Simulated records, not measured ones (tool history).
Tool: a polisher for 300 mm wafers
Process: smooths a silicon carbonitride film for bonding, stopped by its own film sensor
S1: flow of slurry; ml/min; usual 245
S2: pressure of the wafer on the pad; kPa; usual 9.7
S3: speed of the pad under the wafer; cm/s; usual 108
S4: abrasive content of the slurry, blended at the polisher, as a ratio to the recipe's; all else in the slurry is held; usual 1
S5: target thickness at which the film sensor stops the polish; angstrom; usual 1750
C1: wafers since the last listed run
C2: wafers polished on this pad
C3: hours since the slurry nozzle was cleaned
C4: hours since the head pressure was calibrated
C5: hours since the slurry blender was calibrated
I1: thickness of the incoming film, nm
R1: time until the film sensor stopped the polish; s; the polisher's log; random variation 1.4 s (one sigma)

run    hour   S1    S2   S3   S4    S5   C1    C2     C3     C4     C5     I1     R1
  1       0  245   9.7  108    1  1710    0  2192  317.7   56.8     55  198.2  119.2
  2    75.4  245   9.7   84    1  1750  435  2628  393.1  132.2  130.4  196.4  117.3
  3   113.6  245   9.7   84    1  1750  220  2849  431.3  170.4  168.6  195.8  117.9
  4   172.5  245   9.7  108    1  1750  340  3190  490.2  229.3  227.5  200.5  116.5
  5   279.4  245   9.7  108    1  1750  617  3807  597.1  336.2  334.4  198.6  108.4
      296.1  -- slurry nozzle cleaned
        316  -- worn pad replaced by a new one
  6   320.4  245   9.7  128  0.8  1750  208    25   24.3  377.2  375.4  197.1    104
  7   420.8  245   9.7  108    1  1750  580   605  124.7  477.6  475.8  197.7  102.5
  8     500  245  12.4  108    1  1750  457  1063  203.9  556.8    555  199.8   89.9
      521.8  -- slurry blender recalibrated
  9   592.8  245   9.7  108    1  1750  524  1588  296.7  649.6     71  196.5  100.4
 10   658.9  245   9.7  108    1  1750  382  1970  362.8  715.7  137.1  198.8    111
      735.4  -- head pressure recalibrated
 11   762.3  245   9.7  138    1  1750  586  2556  466.2   26.9  240.5  203.6  104.9
 12   827.2  245   7.6  134    1  1700  375  2931  531.1   91.8  305.4  196.5  128.4
      892.6  -- slurry nozzle cleaned
 13     922  175   8.3  108    1  1750  542  3473   29.4  186.6  400.2    203  159.9
 14   988.7  245   9.7  108    1  1750  385  3859   96.1  253.3  466.9  198.6  107.4
     1047.8  -- worn pad replaced by a new one
 15  1048.3  245    11  108  0.7  1780  321     2  155.7  312.9  526.5  197.4  102.6
 16  1093.6  175   9.7  128  1.1  1800  261   264    201  358.2  571.8  198.6   73.5
     1131.4  -- slurry blender recalibrated
 17  1174.1  170   9.7  108    1  1750  453   718  281.5  438.7   42.7  201.3  131.9
 18  1272.3  195   9.7  108    1  1710  567  1286  379.7  536.9  140.9  197.7    127
 19  1315.6  285   9.7  108    1  1700  250  1536    423  580.2  184.2    197  125.5
 20  1356.7  245   9.7   76    1  1750  237  1773  464.1  621.3  225.3  197.2  136.7
 21  1412.2  245     9  108    1  1750  320  2094  519.6  676.8  280.8    196  105.4
 22  1476.5  245  12.4  108  0.8  1700  371  2466  583.9  741.1  345.1  201.9  135.3
     1502.7  -- slurry nozzle cleaned
 23  1558.3  245   9.7  108    1  1750  467  2933   55.6  822.9  426.9  200.1  118.3
 24  1633.5  210    11  108  1.2  1700  434  3368  130.8  898.1  502.1  197.3  105.2
     1639.3  -- head pressure recalibrated
 25  1673.4  245  12.4  108  0.9  1750  219  3587  170.7   34.1    542  202.2   99.2
     1684.8  -- worn pad replaced by a new one
 26  1746.5  245  13.1  108    1  1750  399   356  243.8  107.2  615.1  200.9   85.8
     1775.2  -- slurry blender recalibrated
 27  1836.2  245   6.9  126  1.1  1750  506   863  333.5  196.9     61  203.3  151.1
 28  1878.8  175   9.7  108    1  1810  246  1109  376.1  239.5  103.6  199.2     88
 29  1945.1  245   6.9  136    1  1820  383  1493  442.4  305.8  169.9    200   96.2
 30  1989.4  205   9.7  108  1.2  1750  256  1749  486.7  350.1  214.2  200.3  107.7

4 ways to go on from here, each from the tool as it stands after run 30. What would each give?
  A  1989.9  245   9.7  108  1.15  1750   2  1751  487.2  350.6  214.7  200.4   ?
  B  1989.9  205   8.3   98     1  1690   2  1751  487.2  350.6  214.7  200.4   ?
  C  1989.9  245  13.1  108     1  1800   2  1751  487.2  350.6  214.7  200.4   ?
  D  1989.9  200  10.3  108   1.2  1810   2  1751  487.2  350.6  214.7  200.4   ?

run     R1
  A    106
  B  183.2
  C   67.9
  D     76
Without the tool's hidden state the same runs would have given:
run     R1
  A  101.9
  B  176.1
  C   65.3
  D     73
